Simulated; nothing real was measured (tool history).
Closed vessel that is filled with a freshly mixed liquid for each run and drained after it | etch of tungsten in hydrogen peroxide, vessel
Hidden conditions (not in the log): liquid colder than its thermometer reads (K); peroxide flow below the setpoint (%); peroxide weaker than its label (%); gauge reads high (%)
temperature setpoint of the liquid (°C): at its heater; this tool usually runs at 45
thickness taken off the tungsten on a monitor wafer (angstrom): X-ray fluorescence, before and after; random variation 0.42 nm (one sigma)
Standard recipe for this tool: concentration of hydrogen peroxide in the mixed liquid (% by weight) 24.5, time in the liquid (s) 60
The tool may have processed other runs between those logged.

run,hour,temperature setpoint of the liquid (°C),concentration of hydrogen peroxide in the mixed liquid (% by weight),time in the liquid (s),wafers since the last listed run,hours since the thermometer was replaced,hours since the peroxide flow meter was replaced,hours since the drum of peroxide was connected,hours since the gauge calibration,"read-back film thickness of the tungsten reference wafer, read on the same gauge (nm)",thickness taken off the tungsten on a monitor wafer (angstrom)
1,0,45,24.5,60,0,901.3,417,781,320.8,50.01,829.2
2,15.7,45,24.5,60,1162,917,432.7,796.7,336.5,49.99,821.6
# hour 26.1: gauge calibrated
3,44.8,45,24.5,60,2155,946.1,461.8,825.8,18.7,49.99,821.7
4,66.3,45,22,60,1592,967.6,483.3,847.3,40.2,49.99,776.3
5,93.7,45,22,60,2029,995,510.7,874.7,67.6,49.99,779.2
6,200.3,45,24.5,60,7894,1101.6,617.3,981.3,174.2,50.02,809.9
# hour 214.9: new drum of peroxide connected
7,216.6,41.5,24.5,60,1133,1117.9,633.6,1.7,190.5,49.99,648.9
8,249,37,17.5,50,2399,1150.3,666,34.1,222.9,50,337.8
# hour 270.6: thermometer replaced
9,273.2,40.5,18.5,60,1718,2.6,690.2,58.3,247.1,49.99,522.4

Run 10 comes next. What will it give?
# hour 297.3: peroxide flow meter replaced
10,300.6,50.5,21,40,1955,30,3.3,85.7,274.5,?,?

{"run 10": {"read-back film thickness of the tungsten reference wafer, read on the same gauge (nm)": 50.01, "thickness taken off the tungsten on a monitor wafer (angstrom)": 741.2}}
Had the tool carried no hidden state, the very same run would have given thickness taken off the tungsten on a monitor wafer (angstrom) 748.1.

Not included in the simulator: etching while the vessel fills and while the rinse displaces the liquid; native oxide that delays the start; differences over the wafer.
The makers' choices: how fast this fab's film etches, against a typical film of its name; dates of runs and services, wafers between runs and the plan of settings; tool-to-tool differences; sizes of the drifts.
